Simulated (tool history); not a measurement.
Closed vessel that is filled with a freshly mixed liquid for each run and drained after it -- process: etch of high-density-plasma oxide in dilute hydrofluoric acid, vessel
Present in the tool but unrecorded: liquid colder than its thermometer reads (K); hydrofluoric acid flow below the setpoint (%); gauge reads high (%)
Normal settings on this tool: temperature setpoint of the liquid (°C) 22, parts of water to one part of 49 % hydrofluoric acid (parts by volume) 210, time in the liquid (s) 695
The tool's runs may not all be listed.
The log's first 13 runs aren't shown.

| run | day | temperature setpoint of the liquid (°C) | parts of water to one part of 49 % hydrofluoric acid (parts by volume) | time in the liquid (s) | wafers since the last listed run | hours since the thermometer was replaced | hours since the hydrofluoric acid flow meter was replaced | hours since the gauge calibration | read-back film thickness of the high-density-plasma oxide reference wafer, read on the same gauge (nm) | thickness taken off the high-density-plasma oxide on a monitor wafer (angstrom) |
|---|---|---|---|---|---|---|---|---|---|---|
| 14 | 9.088 | 26 | 180 | 430 | 790 | 2839.1 | 1372.2 | 102.7 | 90.02 | 126.9 |
| 15 | 9.754 | 18.5 | 210 | 695 | 1100 | 2855.1 | 1388.2 | 118.7 | 90 | 128.2 |
| 16 | 10.483 | 25 | 210 | 305 | 1203 | 2872.6 | 1405.7 | 136.2 | 90.02 | 72.1 |
| 17 | 11.079 | 22 | 210 | 695 | 983 | 2886.9 | 1420 | 150.5 | 89.99 | 146.3 |
| 18 | 11.504 | 20 | 135 | 370 | 701 | 2897.1 | 1430.2 | 160.7 | 90.01 | 124.3 |
| 19 | 11.975 | 25.5 | 210 | 695 | 777 | 2908.4 | 1441.5 | 172 | 90.01 | 165.2 |
| 20 | 12.496 | 25.5 | 310 | 1080 | 859 | 2920.9 | 1454 | 184.5 | 89.99 | 155.1 |
| 21 | 12.917 | 18 | 265 | 285 | 694 | 2931 | 1464.1 | 194.6 | 90 | 38.7 |
| 22 | 13.475 | 22 | 155 | 695 | 921 | 2944.4 | 1477.5 | 208 | 90.01 | 212.4 |
| 23 | 13.983 | 22 | 210 | 695 | 838 | 2956.6 | 1489.7 | 220.2 | 89.98 | 147.5 |
|  | 14.192 | thermometer replaced |
| 24 | 14.579 | 17.5 | 300 | 405 | 914 | 9.3 | 1504 | 234.5 | 90.02 | 45.4 |
| 25 | 15.25 | 22 | 210 | 695 | 1107 | 25.4 | 1520.1 | 250.6 | 90.03 | 144.7 |
|  | 15.654 | hydrofluoric acid flow meter replaced |
| 26 | 16.533 | 22 | 240 | 695 | 2049 | 56.2 | 21.1 | 281.4 | 89.99 | 145.6 |
| 27 | 16.888 | 22 | 295 | 1025 | 584 | 64.7 | 29.6 | 289.9 | 90.01 | 167.2 |
| 28 | 17.171 | 22 | 135 | 860 | 467 | 71.5 | 36.4 | 296.7 | 90.01 | 362 |
| 29 | 18.467 | 24.5 | 125 | 420 | 2138 | 102.6 | 67.5 | 327.8 | 90.02 | 211 |
| 30 | 20.075 | 19 | 210 | 810 | 2654 | 141.2 | 106.1 | 366.4 | 89.99 | 180.4 |
| 31 | 20.479 | 22 | 210 | 850 | 667 | 150.9 | 115.8 | 376.1 | 90 | 209.6 |
| 32 | 22.488 | 22 | 210 | 555 | 3314 | 199.1 | 164 | 424.3 | 89.97 | 136.2 |
| 33 | 23.188 | 22 | 210 | 695 | 1155 | 215.9 | 180.8 | 441.1 | 89.99 | 169.4 |

Forecast each of these 3 alternatives for the next run:
| A | 23.221 | 22 | 210 | 695 | 55 | 216.7 | 181.6 | 441.9 | ? | ? |
| B | 23.221 | 22 | 310 | 695 | 55 | 216.7 | 181.6 | 441.9 | ? | ? |
| C | 23.221 | 22 | 160 | 695 | 55 | 216.7 | 181.6 | 441.9 | ? | ? |

| run | read-back film thickness of the high-density-plasma oxide reference wafer, read on the same gauge (nm) | thickness taken off the high-density-plasma oxide on a monitor wafer (angstrom) |
|---|---|---|
| A | 90.01 | 172.2 |
| B | 90.01 | 105.8 |
| C | 90.01 | 238.3 |
The same runs, with their run-to-run variation unchanged, on a tool lacking any hidden condition would have given:
| run | thickness taken off the high-density-plasma oxide on a monitor wafer (angstrom) |
|---|---|
| A | 175.2 |
| B | 107.7 |
| C | 242.2 |
